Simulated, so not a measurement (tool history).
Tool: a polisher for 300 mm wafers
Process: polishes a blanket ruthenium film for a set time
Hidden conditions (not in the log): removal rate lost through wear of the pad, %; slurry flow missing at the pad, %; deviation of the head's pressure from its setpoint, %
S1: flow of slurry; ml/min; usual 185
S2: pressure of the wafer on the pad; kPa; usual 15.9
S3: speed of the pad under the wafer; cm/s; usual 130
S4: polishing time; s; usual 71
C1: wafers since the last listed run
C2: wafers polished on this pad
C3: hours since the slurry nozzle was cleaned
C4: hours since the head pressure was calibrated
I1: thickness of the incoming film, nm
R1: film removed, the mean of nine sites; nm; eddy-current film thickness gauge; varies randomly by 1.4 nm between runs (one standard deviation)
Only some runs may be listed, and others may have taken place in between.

Run 1, hour 0: usual settings but S2 13.8 kPa, S4 65 s; C1 0; C2 950; C3 76.3; C4 1248.3; I1 386.3. Result: R1 77.3 nm.
At hour 19.6: worn pad replaced by a new one.
Run 2, hour 22.5: usual settings but S2 13.8 kPa, S4 65 s; C1 208; C2 32; C3 98.8; C4 1270.8; I1 392.6. Result: R1 82.8 nm.
Run 3, hour 113: usual settings but S2 13.8 kPa, S4 65 s; C1 1017; C2 1050; C3 189.3; C4 1361.3; I1 383.8. Result: R1 74.7 nm.
Run 4, hour 128.6: usual settings but S2 17.9 kPa; C1 175; C2 1225; C3 204.9; C4 1376.9; I1 390.8. Result: R1 103.5 nm.
At hour 137.6: worn pad replaced by a new one.
Run 5, hour 158.6: usual settings but S2 17.9 kPa; C1 292; C2 235; C3 234.9; C4 1406.9; I1 391. Result: R1 113.7 nm.
Run 6, hour 184.8: usual settings; C1 294; C2 530; C3 261.1; C4 1433.1; I1 389.3. Result: R1 102 nm.
At hour 187.1: head pressure recalibrated.
Run 7, hour 207.3: usual settings; C1 230; C2 760; C3 283.6; C4 20.2; I1 394.4. Result: R1 99 nm.
Run 8, hour 221.6: usual settings; C1 160; C2 921; C3 297.9; C4 34.5; I1 387.3. Result: R1 95.1 nm.
At hour 236.3: slurry nozzle cleaned.
At hour 238.3: worn pad replaced by a new one.
Run 9, hour 238.8: usual settings but S1 170 ml/min; C1 158; C2 5; C3 2.5; C4 51.7; I1 390. Result: R1 104.3 nm.
Run 10, hour 253.6: usual settings but S1 170 ml/min; C1 166; C2 171; C3 17.3; C4 66.5; I1 390.7. Result: R1 103.8 nm.
Run 11, hour 270.4: usual settings; C1 188; C2 360; C3 34.1; C4 83.3; I1 387.7. Result: R1 101 nm.
Run 12, hour 297: usual settings but S2 20 kPa; C1 299; C2 659; C3 60.7; C4 109.9; I1 390. Result: R1 127 nm.
At hour 354.5: worn pad replaced by a new one.
Run 13, hour 368.9: usual settings; C1 763; C2 161; C3 132.6; C4 181.8; I1 388.3. Result: R1 101.9 nm.
Run 14, hour 389.1: usual settings; C1 227; C2 389; C3 152.8; C4 202; I1 387.2. Result: R1 98.7 nm.
Run 15, hour 416: usual settings but S1 150 ml/min, S2 12.4 kPa, S3 144 cm/s, S4 47 s; C1 302; C2 691; C3 179.7; C4 228.9; I1 393.7. Result: R1 53.1 nm.
Run 16, hour 448.3: usual settings but S1 215 ml/min, S2 19.3 kPa, S3 176 cm/s, S4 59 s; C1 363; C2 1054; C3 212; C4 261.2; I1 386.8. Result: R1 118.5 nm.
At hour 464.4: worn pad replaced by a new one.
Run 17, hour 464.9: usual settings but S4 95 s; C1 141; C2 5; C3 228.6; C4 277.8; I1 393.6. Result: R1 138.5 nm.
Run 18, hour 491.9: usual settings but S1 155 ml/min, S2 18.6 kPa, S3 148 cm/s, S4 90 s; C1 303; C2 309; C3 255.6; C4 304.8; I1 384.5. Result: R1 164.7 nm.
Run 19, hour 523.5: usual settings but S3 118 cm/s; C1 355; C2 664; C3 287.2; C4 336.4; I1 388.9. Result: R1 92 nm.
At hour 525.1: slurry nozzle cleaned.
Run 20, hour 547.4: usual settings but S1 240 ml/min, S2 18.6 kPa; C1 257; C2 922; C3 22.3; C4 360.3; I1 394.4. Result: R1 115.2 nm.
At hour 568.8: worn pad replaced by a new one.
Run 21, hour 577.8: usual settings but S2 21.4 kPa, S3 142 cm/s; C1 296; C2 101; C3 52.7; C4 390.7; I1 391.9. Result: R1 145.5 nm.

Results per run with the tool's hidden condition removed, run-to-run variation unchanged:
run     R1
  1   83.3
  2     84
  3     82
  4  115.3
  5  116.5
  6  106.9
  7  105.8
  8  102.9
  9  104.4
 10  105.2
 11  103.8
 12  133.5
 13  105.9
 14  104.4
 15   57.5
 16  132.2
 17  139.5
 18  169.7
 19   97.4
 20  124.6
 21  149.3

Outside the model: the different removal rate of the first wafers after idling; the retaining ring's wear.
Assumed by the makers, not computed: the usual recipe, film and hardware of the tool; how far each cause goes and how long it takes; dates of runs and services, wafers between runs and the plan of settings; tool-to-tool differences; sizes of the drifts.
